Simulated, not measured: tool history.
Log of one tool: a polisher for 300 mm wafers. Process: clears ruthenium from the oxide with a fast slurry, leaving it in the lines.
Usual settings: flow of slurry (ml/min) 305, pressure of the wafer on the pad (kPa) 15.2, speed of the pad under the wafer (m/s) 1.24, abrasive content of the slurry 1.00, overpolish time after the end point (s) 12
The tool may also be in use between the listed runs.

run   hour  flow of slurry (ml/min)  pressure of the wafer on the pad (kPa)  speed of the pad under the wafer (m/s)  abrasive content of the slurry  overpolish time after the end point (s)  wafers since the last listed run  wafers polished on this pad  hours since the slurry nozzle was cleaned  hours since the head pressure was calibrated  hours since the slurry blender was calibrated  incoming thickness of the incoming film, nm  time until the end point was called (s)  dishing of a wide line in a test structure (nm)
  1    0.0                      305                                    15.2                                    1.24                            1.00                                       12                                 0                         1166                                      632.9                                         827.3                                           83.7                                        296.9                                     76.4                                             40.7
  2   14.7                      305                                    15.2                                    1.24                            1.00                                       12                               154                         1321                                      647.6                                         842.0                                           98.4                                        299.5                                     77.3                                             39.8
  3   37.9                      305                                    15.2                                    1.24                            1.00                                       12                               243                         1565                                      670.8                                         865.2                                          121.6                                        301.6                                     76.4                                             40.1
  4   63.3                      305                                    15.2                                    1.02                            1.00                                       12                               266                         1832                                      696.2                                         890.6                                          147.0                                        306.3                                     94.5                                             32.9
      88.2  -- worn pad replaced by a new one
      97.2  -- head pressure recalibrated
  5   97.9                      305                                    15.2                                    1.02                            1.00                                       12                               300                           80                                      730.8                                           0.7                                          181.6                                        301.9                                     95.2                                             33.1
  6  113.4                      305                                    15.2                                    1.24                            1.00                                       12                               162                          243                                      746.3                                          16.2                                          197.1                                        294.2                                     76.7                                             39.1
  7  139.4                      305                                    15.2                                    1.24                            1.00                                       12                               273                          517                                      772.3                                          42.2                                          223.1                                        304.0                                     78.4                                             40.4
  8  159.0                      305                                    15.2                                    1.24                            1.00                                       12                               206                          723                                      791.9                                          61.8                                          242.7                                        297.6                                     75.6                                             39.7
  9  190.7                      305                                    15.2                                    1.24                            1.00                                       12                               333                         1056                                      823.6                                          93.5                                          274.4                                        300.6                                     79.9                                             39.4
 10  209.5                      305                                    15.2                                    1.24                            1.00                                       12                               197                         1253                                      842.4                                         112.3                                          293.2                                        300.7                                     79.3                                             39.5
 11  241.5                      305                                    12.4                                    0.84                            0.90                                       19                               336                         1590                                      874.4                                         144.3                                          325.2                                        301.0                                    155.5                                             31.8
 12  269.6                      305                                    13.8                                    1.24                            1.25                                       12                               295                         1885                                      902.5                                         172.4                                          353.3                                        293.9                                     75.8                                             39.7
     279.2  -- worn pad replaced by a new one
 13  294.1                      305                                    15.2                                    1.24                            0.70                                       12                               215                          156                                      927.0                                         196.9                                          377.8                                        299.2                                    114.6                                             27.3
 14  322.9                      305                                    15.2                                    1.48                            1.00                                       12                               302                          458                                      955.8                                         225.7                                          406.6                                        298.9                                     67.3                                             45.6
 15  335.8                      305                                    13.1                                    0.94                            0.80                                       12                               135                          594                                      968.7                                         238.6                                          419.5                                        299.2                                    154.6                                             21.1
     367.8  -- slurry nozzle cleaned
 16  368.3                      305                                    15.2                                    1.46                            1.00                                        8                               331                          925                                        0.5                                         271.1                                          452.0                                        301.7                                     70.7                                             29.8
     378.0  -- slurry blender recalibrated
 17  388.1                      305                                    13.1                                    1.24                            1.00                                       10                               187                         1112                                       20.3                                         290.9                                           10.1                                        297.3                                     85.4                                             30.3
 18  421.0                      305                                    15.2                                    1.52                            1.10                                       12                               345                         1458                                       53.2                                         323.8                                           43.0                                        299.8                                     58.6                                             51.5
 19  448.0                      305                                    11.7                                    1.24                            1.00                                       12                               283                         1742                                       80.2                                         350.8                                           70.0                                        296.6                                     96.7                                             32.8
     465.5  -- worn pad replaced by a new one
 20  471.1                      345                                    17.9                                    1.24                            1.00                                       12                               200                           59                                      103.3                                         373.9                                           93.1                                        298.7                                     63.1                                             47.4
 21  503.7                      250                                    20.0                                    1.08                            1.00                                       18                               342                          401                                      135.9                                         406.5                                          125.7                                        298.6                                     67.3                                             63.8
 22  521.3                      305                                    15.2                                    1.24                            1.00                                       12                               184                          586                                      153.5                                         424.1                                          143.3                                        299.0                                     76.7                                             39.5
 23  540.8                      305                                    11.0                                    1.24                            1.00                                        6                               204                          791                                      173.0                                         443.6                                          162.8                                        300.2                                    106.8                                             15.6
 24  556.9                      305                                    12.4                                    1.12                            1.00                                       12                               169                          961                                      189.1                                         459.7                                          178.9                                        300.6                                    101.5                                             30.1
 25  574.0                      305                                    11.0                                    1.24                            0.85                                       12                               179                         1140                                      206.2                                         476.8                                          196.0                                        301.7                                    122.5                                             26.6
 26  591.6                      405                                    15.2                                    1.24                            1.00                                       19                               184                         1325                                      223.8                                         494.4                                          213.6                                        300.9                                     76.3                                             60.9
 27  614.7                      305                                    15.2                                    1.24                            1.00                                       12                               242                         1568                                      246.9                                         517.5                                          236.7                                        297.4                                     76.2                                             39.1
 28  630.9                      305                                    16.5                                    1.24                            0.80                                       14                               170                         1738                                      263.1                                         533.7                                          252.9                                        294.8                                     84.0                                             41.3
 29  649.9                      305                                    15.2                                    1.24                            1.00                                       12                               199                         1938                                      282.1                                         552.7                                          271.9                                        304.1                                     78.7                                             38.4

Forecast each of these 4 alternatives for the next run:
  A  650.4                      370                                    15.2                                    1.24                            1.00                                       12                                 5                         1943                                      282.6                                         553.2                                          272.4                                        299.0                                        ?                                                ?
  B  650.4                      305                                    15.2                                    1.12                            1.00                                       12                                 5                         1943                                      282.6                                         553.2                                          272.4                                        299.0                                        ?                                                ?
  C  650.4                      215                                    15.2                                    1.24                            1.00                                       12                                 5                         1943                                      282.6                                         553.2                                          272.4                                        299.0                                        ?                                                ?
  D  650.4                      305                                    15.2                                    0.84                            0.70                                        5                                 5                         1943                                      282.6                                         553.2                                          272.4                                        299.0                                        ?                                                ?

run  time until the end point was called (s)  dishing of a wide line in a test structure (nm)
  A                                     77.1                                             39.5
  B                                     86.8                                             35.4
  C                                     81.7                                             37.4
  D                                    164.0                                              8.4
Without the tool's hidden state the same runs would have given:
run  time until the end point was called (s)  dishing of a wide line in a test structure (nm)
  A                                     74.9                                             40.5
  B                                     84.3                                             36.4
  C                                     79.4                                             38.4
  D                                    157.9                                              8.7

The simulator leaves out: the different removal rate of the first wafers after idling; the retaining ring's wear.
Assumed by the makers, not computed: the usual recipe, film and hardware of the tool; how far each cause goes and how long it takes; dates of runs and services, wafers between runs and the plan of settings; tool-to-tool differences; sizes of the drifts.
